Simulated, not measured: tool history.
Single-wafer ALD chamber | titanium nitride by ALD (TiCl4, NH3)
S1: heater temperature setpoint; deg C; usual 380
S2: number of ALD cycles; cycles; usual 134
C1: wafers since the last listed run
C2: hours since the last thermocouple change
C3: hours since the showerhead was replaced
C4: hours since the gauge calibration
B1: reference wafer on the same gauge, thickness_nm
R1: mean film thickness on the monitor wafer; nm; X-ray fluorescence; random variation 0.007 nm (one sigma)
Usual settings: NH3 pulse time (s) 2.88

run 1 hour=0 | S1=380 S2=134 NH3_pulse_time_(s)=2.88 | C1=0 C2=701.8 C3=6715.8 C4=207.2 | B1=2.802 | R1=2.818
run 2 hour=6.7 | S1=375 S2=134 NH3_pulse_time_(s)=2.88 | C1=11 C2=708.5 C3=6722.5 C4=213.9 | B1=2.808 | R1=2.799
run 3 hour=19.5 | S1=375 S2=134 NH3_pulse_time_(s)=2.88 | C1=21 C2=721.3 C3=6735.3 C4=226.7 | B1=2.805 | R1=2.806
run 4 hour=33.7 | S1=375 S2=134 NH3_pulse_time_(s)=2.88 | C1=23 C2=735.5 C3=6749.5 C4=240.9 | B1=2.806 | R1=2.798
run 5 hour=45.3 | S1=380 S2=116 NH3_pulse_time_(s)=2.88 | C1=19 C2=747.1 C3=6761.1 C4=252.5 | B1=2.81 | R1=2.444
run 6 hour=56.1 | S1=380 S2=116 NH3_pulse_time_(s)=2.88 | C1=18 C2=757.9 C3=6771.9 C4=263.3 | B1=2.81 | R1=2.44
run 7 hour=73.1 | S1=380 S2=134 NH3_pulse_time_(s)=2.57 | C1=28 C2=774.9 C3=6788.9 C4=280.3 | B1=2.806 | R1=2.812
run 8 hour=88.6 | S1=380 S2=134 NH3_pulse_time_(s)=2.57 | C1=26 C2=790.4 C3=6804.4 C4=295.8 | B1=2.812 | R1=2.802
run 9 hour=106.2 | S1=380 S2=134 NH3_pulse_time_(s)=2.29 | C1=29 C2=808 C3=6822 C4=313.4 | B1=2.811 | R1=2.782
run 10 hour=120.2 | S1=380 S2=134 NH3_pulse_time_(s)=2.29 | C1=23 C2=822 C3=6836 C4=327.4 | B1=2.813 | R1=2.787
run 11 hour=127.4 | S1=380 S2=134 NH3_pulse_time_(s)=2.29 | C1=12 C2=829.2 C3=6843.2 C4=334.6 | B1=2.815 | R1=2.787
run 12 hour=145.1 | S1=387 S2=119 NH3_pulse_time_(s)=2.88 | C1=29 C2=846.9 C3=6860.9 C4=352.3 | B1=2.813 | R1=2.522
run 13 hour=153.7 | S1=387 S2=119 NH3_pulse_time_(s)=2.88 | C1=14 C2=855.5 C3=6869.5 C4=360.9 | B1=2.816 | R1=2.518
run 14 hour=165.9 | S1=387 S2=119 NH3_pulse_time_(s)=2.88 | C1=20 C2=867.7 C3=6881.7 C4=373.1 | B1=2.819 | R1=2.524
run 15 hour=180.3 | S1=380 S2=134 NH3_pulse_time_(s)=3.47 | C1=24 C2=882.1 C3=6896.1 C4=387.5 | B1=2.82 | R1=2.847
run 16 hour=196.2 | S1=380 S2=134 NH3_pulse_time_(s)=2.88 | C1=26 C2=898 C3=6912 C4=403.4 | B1=2.82 | R1=2.832
run 17 hour=209.7 | S1=394 S2=154 NH3_pulse_time_(s)=2.88 | C1=22 C2=911.5 C3=6925.5 C4=416.9 | B1=2.822 | R1=3.291
-- hour=229 showerhead replaced
run 18 hour=229.5 | S1=374 S2=150 NH3_pulse_time_(s)=2.48 | C1=19 C2=931.3 C3=0.5 C4=436.7 | B1=2.824 | R1=3.112
run 19 hour=234 | S1=369 S2=134 NH3_pulse_time_(s)=2.88 | C1=7 C2=935.8 C3=5 C4=441.2 | B1=2.828 | R1=2.797
-- hour=242.4 gauge calibrated
-- hour=251.5 thermocouple changed; heater temperature recalibrated
run 20 hour=252 | S1=368 S2=152 NH3_pulse_time_(s)=3.59 | C1=16 C2=0.5 C3=23 C4=9.6 | B1=2.802 | R1=3.184
run 21 hour=290.4 | S1=380 S2=134 NH3_pulse_time_(s)=2.88 | C1=64 C2=38.9 C3=61.4 C4=48 | B1=2.8 | R1=2.801
run 22 hour=298.2 | S1=375 S2=134 NH3_pulse_time_(s)=2.88 | C1=13 C2=46.7 C3=69.2 C4=55.8 | B1=2.802 | R1=2.812
run 23 hour=306.6 | S1=389 S2=142 NH3_pulse_time_(s)=3.85 | C1=14 C2=55.1 C3=77.6 C4=64.2 | B1=2.802 | R1=3.035
run 24 hour=324 | S1=380 S2=151 NH3_pulse_time_(s)=2.88 | C1=29 C2=72.5 C3=95 C4=81.6 | B1=2.801 | R1=3.168

Forecast run 25:
run 25 hour=332.9 | S1=380 S2=134 NH3_pulse_time_(s)=2.88 | C1=14 C2=81.4 C3=103.9 C4=90.5 | B1=? | R1=?

B1: 2.805
R1: 2.816 nm
Without the tool's hidden state the same run would have given R1 2.813 nm.
